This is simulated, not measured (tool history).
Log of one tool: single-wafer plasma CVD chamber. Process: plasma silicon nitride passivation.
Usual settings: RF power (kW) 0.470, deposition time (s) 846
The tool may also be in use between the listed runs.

run,day,RF power (kW),deposition time (s),wafers since the last listed run,hours since the last RF generator calibration,hours since the showerhead was replaced,hours since the gauge calibration,"read-back reference wafer on the same gauge, thickness_nm",mean film thickness on the monitor wafer (nm)
1,0.000,0.470,805,0,1931.6,3233.7,169.4,1100.782,1155.001
2,1.704,0.540,846,64,1972.5,3274.6,210.3,1098.525,1274.279
3,4.017,0.470,846,87,2028.0,3330.1,265.8,1097.035,1218.021
4,6.729,0.470,846,102,2093.1,3395.2,330.9,1096.690,1202.097
5,9.429,0.470,846,102,2157.9,3460.0,395.7,1093.965,1208.641
6,11.921,0.405,846,94,2217.7,3519.8,455.5,1092.570,1141.833
7,13.608,0.405,846,63,2258.2,3560.3,496.0,1091.807,1148.053
8,15.858,0.470,994,85,2312.2,3614.3,550.0,1090.704,1405.619
9,18.496,0.525,932,99,2375.5,3677.6,613.3,1089.398,1373.558
# day 19.146: gauge calibrated
# day 19.658: showerhead replaced
10,22.638,0.470,846,144,2474.9,71.5,83.8,1106.610,1219.046
11,26.279,0.440,731,138,2562.3,158.9,171.2,1101.821,1022.863
12,29.150,0.545,965,108,2631.2,227.8,240.1,1101.871,1455.676
# day 30.479: RF generator calibrated
13,32.683,0.395,708,121,52.9,312.6,324.9,1098.732,959.346
14,36.346,0.560,957,138,140.8,400.5,412.8,1094.894,1441.029
15,39.250,0.540,784,110,210.5,470.2,482.5,1093.339,1173.976

Measured less the same run without the tool's hidden state. The same run-to-run variation is in both; the gauge's scatter may not be:
The hidden state here: delivered RF power above the setpoint (%); gauge reads high (%).
run,mean film thickness on the monitor wafer (nm)
1,-9.662
2,-12.026
3,-13.271
4,-15.160
5,-17.314
6,-18.170
7,-19.506
8,-25.906
9,-27.642
10,-4.763
11,-6.323
12,-11.618
13,-9.790
14,-18.042
15,-16.863

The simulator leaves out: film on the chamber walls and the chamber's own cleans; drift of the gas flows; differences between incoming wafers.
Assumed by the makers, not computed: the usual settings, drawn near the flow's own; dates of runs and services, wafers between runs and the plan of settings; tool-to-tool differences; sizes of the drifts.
